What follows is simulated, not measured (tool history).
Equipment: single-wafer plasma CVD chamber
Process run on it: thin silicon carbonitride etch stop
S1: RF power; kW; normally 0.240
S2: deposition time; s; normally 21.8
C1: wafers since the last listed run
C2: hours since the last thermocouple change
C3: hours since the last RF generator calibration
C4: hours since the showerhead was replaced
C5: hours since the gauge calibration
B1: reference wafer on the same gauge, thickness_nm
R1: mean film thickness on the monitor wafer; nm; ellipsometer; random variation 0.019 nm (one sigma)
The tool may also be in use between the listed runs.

run   hour     S1    S2   C1      C2      C3      C4     C5      B1      R1
  1    0.0  0.240  23.5    0  1845.0  2141.2  7940.9  198.7  13.300  13.062
  2    8.7  0.205  23.5  154  1853.7  2149.9  7949.6  207.4  13.301  12.429
  3   16.1  0.205  23.5  131  1861.1  2157.3  7957.0  214.8  13.301  12.378
  4   31.8  0.205  23.5  279  1876.8  2173.0  7972.7  230.5  13.299  12.403
  5   45.8  0.240  21.8  249  1890.8  2187.0  7986.7  244.5  13.304  12.116
  6   62.6  0.240  21.8  298  1907.6  2203.8  8003.5  261.3  13.301  12.105
      72.1  -- gauge calibrated
  7   78.9  0.240  25.0  289  1923.9  2220.1  8019.8    6.8  13.299  13.877
  8   89.8  0.240  21.8  193  1934.8  2231.0  8030.7   17.7  13.299  12.098
  9   99.3  0.240  21.8  168  1944.3  2240.5  8040.2   27.2  13.297  12.123
 10  107.6  0.240  21.8  147  1952.6  2248.8  8048.5   35.5  13.299  12.129
 11  114.1  0.240  21.8  115  1959.1  2255.3  8055.0   42.0  13.304  12.139
 12  125.4  0.215  21.8  200  1970.4  2266.6  8066.3   53.3  13.298  11.682
 13  133.5  0.215  21.8  144  1978.5  2274.7  8074.4   61.4  13.296  11.671
 14  143.6  0.240  21.8  179  1988.6  2284.8  8084.5   71.5  13.292  12.109
 15  160.9  0.210  19.0  307  2005.9  2302.1  8101.8   88.8  13.298  10.133
 16  191.0  0.240  21.8  535  2036.0  2332.2  8131.9  118.9  13.303  12.148
 17  203.2  0.240  18.0  217  2048.2  2344.4  8144.1  131.1  13.296  10.012
 18  212.1  0.240  21.8  158  2057.1  2353.3  8153.0  140.0  13.310  12.088
 19  228.4  0.270  21.8  289  2073.4  2369.6  8169.3  156.3  13.294  12.540
 20  238.8  0.195  20.1  184  2083.8  2380.0  8179.7  166.7  13.305  10.444
 21  253.1  0.240  21.8  254  2098.1  2394.3  8194.0  181.0  13.299  12.103
     272.1  -- RF generator calibrated
 22  272.6  0.240  23.1  204  2117.6     0.5  8213.5  200.5  13.304  13.190
 23  282.0  0.265  18.7  167  2127.0     9.9  8222.9  209.9  13.303  11.013
 24  295.8  0.240  21.8  245  2140.8    23.7  8236.7  223.7  13.296  12.479
 25  307.4  0.210  19.1  206  2152.4    35.3  8248.3  235.3  13.307  10.446
     315.9  -- thermocouple changed; heater temperature recalibrated
 26  320.5  0.240  21.8   90     4.6    48.4  8261.4  248.4  13.290  12.453
 27  334.4  0.240  21.8  247    18.5    62.3  8275.3  262.3  13.309  12.447
     345.4  -- showerhead replaced
 28  351.3  0.195  18.4  158    35.4    79.2     5.9  279.2  13.308   9.796
     358.0  -- gauge calibrated
 29  362.9  0.200  19.6  206    47.0    90.8    17.5    4.9  13.303  10.527
 30  378.9  0.280  18.2  284    63.0   106.8    33.5   20.9  13.300  10.898
 31  389.5  0.240  25.5  188    73.6   117.4    44.1   31.5  13.299  14.512
 32  403.1  0.210  19.1  241    87.2   131.0    57.7   45.1  13.297  10.410
 33  416.5  0.240  24.4  238   100.6   144.4    71.1   58.5  13.301  13.916
 34  429.1  0.265  21.8  224   113.2   157.0    83.7   71.1  13.301  12.797
 35  445.6  0.240  21.8  293   129.7   173.5   100.2   87.6  13.306  12.412
 36  462.3  0.240  23.5  297   146.4   190.2   116.9  104.3  13.306  13.328

Consider 3 possible next runs. They are alternatives, not a sequence: every one starts from the tool as it was left by run 36. What does each give?
  A  462.7  0.240  21.8   7  146.8  190.6  117.3  104.7   ?   ?
  B  462.7  0.215  18.6   7  146.8  190.6  117.3  104.7   ?   ?
  C  462.7  0.260  19.1   7  146.8  190.6  117.3  104.7   ?   ?

run      B1      R1
  A  13.292  12.389
  B  13.292  10.195
  C  13.292  11.141
Without the tool's hidden state the same runs would have given:
run      R1
  A  12.464
  B  10.256
  C  11.209
